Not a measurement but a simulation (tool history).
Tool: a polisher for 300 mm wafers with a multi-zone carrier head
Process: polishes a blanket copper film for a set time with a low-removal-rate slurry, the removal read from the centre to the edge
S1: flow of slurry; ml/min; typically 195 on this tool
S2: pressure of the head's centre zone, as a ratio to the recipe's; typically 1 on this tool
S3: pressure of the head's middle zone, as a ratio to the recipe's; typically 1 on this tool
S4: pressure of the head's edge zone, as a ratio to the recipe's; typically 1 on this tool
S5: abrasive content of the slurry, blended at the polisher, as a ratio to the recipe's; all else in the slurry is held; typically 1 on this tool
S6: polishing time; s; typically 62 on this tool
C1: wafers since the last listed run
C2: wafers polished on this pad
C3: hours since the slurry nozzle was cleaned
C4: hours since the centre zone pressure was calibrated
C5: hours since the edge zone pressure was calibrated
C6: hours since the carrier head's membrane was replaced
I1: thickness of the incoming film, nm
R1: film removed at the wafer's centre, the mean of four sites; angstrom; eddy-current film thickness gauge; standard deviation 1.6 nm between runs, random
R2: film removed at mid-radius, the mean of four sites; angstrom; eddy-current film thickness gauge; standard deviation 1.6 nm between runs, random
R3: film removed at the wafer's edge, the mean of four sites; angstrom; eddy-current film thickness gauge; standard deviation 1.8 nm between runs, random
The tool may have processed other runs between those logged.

run     day   S1    S2    S3    S4    S5  S6   C1   C2     C3     C4     C5      C6      I1    R1    R2    R3
  1       0  195     1  1.05     1     1  62    0  510  202.3  384.2    341  1511.5  1355.6  1408  1448  1339
  2   0.467  195     1     1     1     1  62   84  595  213.5  395.4  352.2  1522.7  1366.7  1383  1394  1356
  3    1.85  195     1     1  0.97     1  79  251  846  246.7  428.6  385.4  1555.9  1369.3  1760  1700  1693
      2.317  -- worn pad replaced by a new one
  4   2.338  145     1     1     1     1  62   58    4  258.4  440.3  397.1  1567.6  1370.2  1343  1365  1366
  5   3.788  145     1     1     1     1  62  263  267  293.2  475.1  431.9  1602.4  1369.5  1341  1322  1345
  6   4.375  195  1.06  1.03     1     1  62  106  374  307.3  489.2    446  1616.5  1358.9  1513  1447  1377
      4.671  -- slurry nozzle cleaned
      4.729  -- carrier head's membrane replaced by a new one
  7   5.096  195     1     1     1     1  62  112  487   10.2  506.5  463.3     8.8  1353.1  1388  1385  1362
  8   5.412  195     1     1     1     1  62   57  544   17.8  514.1  470.9    16.4  1336.8  1410  1403  1402
  9   6.029  195     1     1     1     1  62  112  656   32.6  528.9  485.7    31.2  1367.4  1391  1381  1361
 10   6.721  195     1     1     1     1  62  125  782   49.2  545.5  502.3    47.8  1363.8  1342  1356  1381
 11   7.379  195     1     1     1     1  62  119  901     65  561.3  518.1    63.6  1353.6  1368  1366  1345
      7.583  -- worn pad replaced by a new one, of another model than before
 12   7.708  195     1  1.08     1     1  62   29   23   72.9  569.2    526    71.5  1362.7  1432  1541  1401
 13   8.008  195     1     1     1     1  62   54   77   80.1  576.4  533.2    78.7  1358.4  1429  1442  1452
      8.592  -- centre zone pressure recalibrated
 14   8.612  195  1.06     1  0.95   1.1  68   94  172   94.6    0.5  547.7    93.2  1341.1  1666  1560  1513
 15   9.067  195     1     1   1.1  0.75  62   82  254  105.5   11.4  558.6   104.1  1381.2  1323  1313  1370
 16   9.621  195     1  1.07     1  1.15  75  100  355  118.8   24.7  571.9   117.4  1352.2  1734  1827  1686
      9.712  -- edge zone pressure recalibrated
 17  10.125  195     1     1  0.88     1  62   76  431  130.9   36.8    9.9   129.5  1344.6  1400  1410  1335
 18  10.546  215  1.08     1     1     1  62   76  508    141   46.9     20   139.6  1358.6  1502  1401  1379
 19  10.875  195     1     1     1     1  62   59  568  148.9   54.8   27.9   147.5  1355.1  1353  1382  1352
     11.804  -- worn pad replaced by a new one
 20  12.338  195  0.89  1.04     1     1  62  235   96    184   89.9     63   182.6  1353.5  1296  1477  1396
 21  12.604  195     1     1     1     1  62   48  145  190.4   96.3   69.4     189  1336.6  1391  1413  1377

Forecast each of these 4 alternatives for the next run:
  A  12.621  195     1     1   1    1  62   3  148  190.8  96.7  69.8  189.4  1368   ?   ?   ?
  B  12.621  195     1     1   1  1.2  62   3  148  190.8  96.7  69.8  189.4  1368   ?   ?   ?
  C  12.621  215     1     1   1  1.2  62   3  148  190.8  96.7  69.8  189.4  1368   ?   ?   ?
  D  12.621  165  1.07  0.97   1    1  74   3  148  190.8  96.7  69.8  189.4  1368   ?   ?   ?

run    R1    R2    R3
  A  1423  1434  1448
  B  1476  1488  1502
  C  1494  1504  1514
  D  1778  1635  1704
The same runs, with their run-to-run variation unchanged, on a tool lacking any hidden condition would have given:
run    R1    R2    R3
  A  1447  1458  1472
  B  1501  1513  1527
  C  1519  1529  1540
  D  1807  1662  1732
